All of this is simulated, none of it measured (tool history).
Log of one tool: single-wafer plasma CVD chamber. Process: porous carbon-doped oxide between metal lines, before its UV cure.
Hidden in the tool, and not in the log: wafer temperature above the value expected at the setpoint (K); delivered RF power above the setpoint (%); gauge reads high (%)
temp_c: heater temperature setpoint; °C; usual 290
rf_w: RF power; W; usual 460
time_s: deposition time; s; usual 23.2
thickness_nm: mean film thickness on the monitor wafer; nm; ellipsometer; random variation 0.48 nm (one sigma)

| run | day | temp_c | rf_w | time_s | wafers since the last listed run | hours since the last thermocouple change | hours since the last RF generator calibration | hours since the showerhead was replaced | hours since the gauge calibration | read-back reference wafer on the same gauge, thickness_nm | thickness_nm |
|---|---|---|---|---|---|---|---|---|---|---|---|
| 1 | 0 | 297 | 460 | 23.2 | 0 | 749.8 | 2243 | 2230.6 | 199.6 | 129.927 | 114.134 |
| 2 | 1.283 | 297 | 460 | 23.2 | 1027 | 780.6 | 2273.8 | 2261.4 | 230.4 | 129.962 | 113.613 |
| 3 | 2.512 | 290 | 460 | 23.2 | 983 | 810.1 | 2303.3 | 2290.9 | 259.9 | 130.021 | 118.482 |
| 4 | 3.762 | 290 | 460 | 23.2 | 1000 | 840.1 | 2333.3 | 2320.9 | 289.9 | 129.857 | 117.773 |
| 5 | 4.817 | 290 | 460 | 23.2 | 843 | 865.4 | 2358.6 | 2346.2 | 315.2 | 129.977 | 118.666 |
| 6 | 5.404 | 290 | 460 | 23.2 | 470 | 879.5 | 2372.7 | 2360.3 | 329.3 | 130.077 | 118.604 |
| 7 | 6.312 | 290 | 460 | 23.2 | 726 | 901.3 | 2394.5 | 2382.1 | 351.1 | 129.941 | 118.499 |
| 8 | 7.229 | 290 | 460 | 23.2 | 733 | 923.3 | 2416.5 | 2404.1 | 373.1 | 130.033 | 118.791 |
|  | 8.712 | RF generator calibrated |
| 9 | 8.733 | 283 | 425 | 24.8 | 937 | 959.4 | 0.5 | 2440.2 | 409.2 | 130.236 | 132.77 |
| 10 | 9.367 | 290 | 460 | 23.2 | 506 | 974.6 | 15.7 | 2455.4 | 424.4 | 130.044 | 129.584 |
|  | 12.129 | gauge calibrated |
| 11 | 12.696 | 297 | 525 | 23.2 | 2664 | 1054.5 | 95.6 | 2535.3 | 13.6 | 130.093 | 140.682 |
|  | 13.408 | thermocouple changed; heater temperature recalibrated |
| 12 | 14.083 | 297 | 460 | 23.2 | 843 | 16.2 | 128.9 | 2568.6 | 46.9 | 129.986 | 124.317 |

Forecast run 13:
|  | 14.904 | showerhead replaced |
| 13 | 15.571 | 290 | 395 | 20.7 | 923 | 51.9 | 164.6 | 16 | 82.6 | ? | ? |

read-back reference wafer on the same gauge, thickness_nm: 130.083
thickness_nm: 98.09 nm
Without the tool's hidden state the same run would have given thickness_nm 99.374 nm.

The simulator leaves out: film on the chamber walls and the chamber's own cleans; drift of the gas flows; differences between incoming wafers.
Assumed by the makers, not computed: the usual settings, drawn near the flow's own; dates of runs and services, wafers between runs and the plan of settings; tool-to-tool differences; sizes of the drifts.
